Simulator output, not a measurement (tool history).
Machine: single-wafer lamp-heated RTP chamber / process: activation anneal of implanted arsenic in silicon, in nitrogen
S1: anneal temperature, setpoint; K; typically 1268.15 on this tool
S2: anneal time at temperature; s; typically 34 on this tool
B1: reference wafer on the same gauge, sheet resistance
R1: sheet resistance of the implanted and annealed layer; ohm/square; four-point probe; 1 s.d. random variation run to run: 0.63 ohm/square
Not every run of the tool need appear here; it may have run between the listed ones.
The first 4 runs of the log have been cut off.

Run 5, day 2.304: usual settings; B1 101.96. Result: R1 113.32 ohm/square.
Run 6, day 2.917: usual settings; B1 102.14. Result: R1 113.84 ohm/square.
Run 7, day 3.254: usual settings; B1 102.07. Result: R1 113.39 ohm/square.
Run 8, day 3.7: usual settings; B1 102.06. Result: R1 113.02 ohm/square.
Run 9, day 5.254: usual settings; B1 101.98. Result: R1 112.1 ohm/square.
Run 10, day 6.246: usual settings but S1 1281.15 K; B1 101.92. Result: R1 104.75 ohm/square.
Run 11, day 6.638: usual settings but S1 1281.15 K; B1 101.92. Result: R1 105.51 ohm/square.
At day 6.892: gauge calibrated.
Run 12, day 7.275: usual settings; B1 101.9. Result: R1 112.94 ohm/square.
Run 13, day 7.754: usual settings; B1 101.96. Result: R1 111.51 ohm/square.
Run 14, day 8.204: usual settings; B1 102.02. Result: R1 112.31 ohm/square.
Run 15, day 8.779: usual settings; B1 101.89. Result: R1 111.29 ohm/square.
At day 9.533: reflector plate cleaned.
At day 9.862: pyrometer window cleaned and pyrometer calibrated.
Run 16, day 9.883: usual settings; B1 101.99. Result: R1 117.13 ohm/square.
Run 17, day 10.146: usual settings; B1 101.9. Result: R1 116.68 ohm/square.
Run 18, day 10.4: usual settings; B1 102.03. Result: R1 117.92 ohm/square.
Run 19, day 10.704: usual settings but S1 1252.15 K, S2 47 s; B1 102.12. Result: R1 120.46 ohm/square.
Run 20, day 11.225: usual settings but S2 49 s; B1 102.03. Result: R1 109.01 ohm/square.
Run 21, day 11.742: usual settings; B1 101.9. Result: R1 116.92 ohm/square.
Run 22, day 12.112: usual settings but S1 1257.15 K, S2 18 s; B1 102.02. Result: R1 134.56 ohm/square.
Run 23, day 12.696: usual settings but S2 45 s; B1 102.01. Result: R1 111.81 ohm/square.
Run 24, day 13.096: usual settings; B1 102.02. Result: R1 118.34 ohm/square.
Run 25, day 13.579: usual settings but S1 1244.15 K, S2 20 s; B1 101.94. Result: R1 141.33 ohm/square.
Run 26, day 15.217: usual settings but S1 1257.15 K, S2 25 s; B1 102.16. Result: R1 129.74 ohm/square.

What does the tool deliver on the next run?
Run 27, day 15.729: usual settings but S1 1276.15 K, S2 49 s; B1 ?. Result: R1 ?.

B1: 101.82
R1: 106.63 ohm/square
On a tool with no hidden condition, and with the same random variation, this run would have come out at R1 106.8 ohm/square.

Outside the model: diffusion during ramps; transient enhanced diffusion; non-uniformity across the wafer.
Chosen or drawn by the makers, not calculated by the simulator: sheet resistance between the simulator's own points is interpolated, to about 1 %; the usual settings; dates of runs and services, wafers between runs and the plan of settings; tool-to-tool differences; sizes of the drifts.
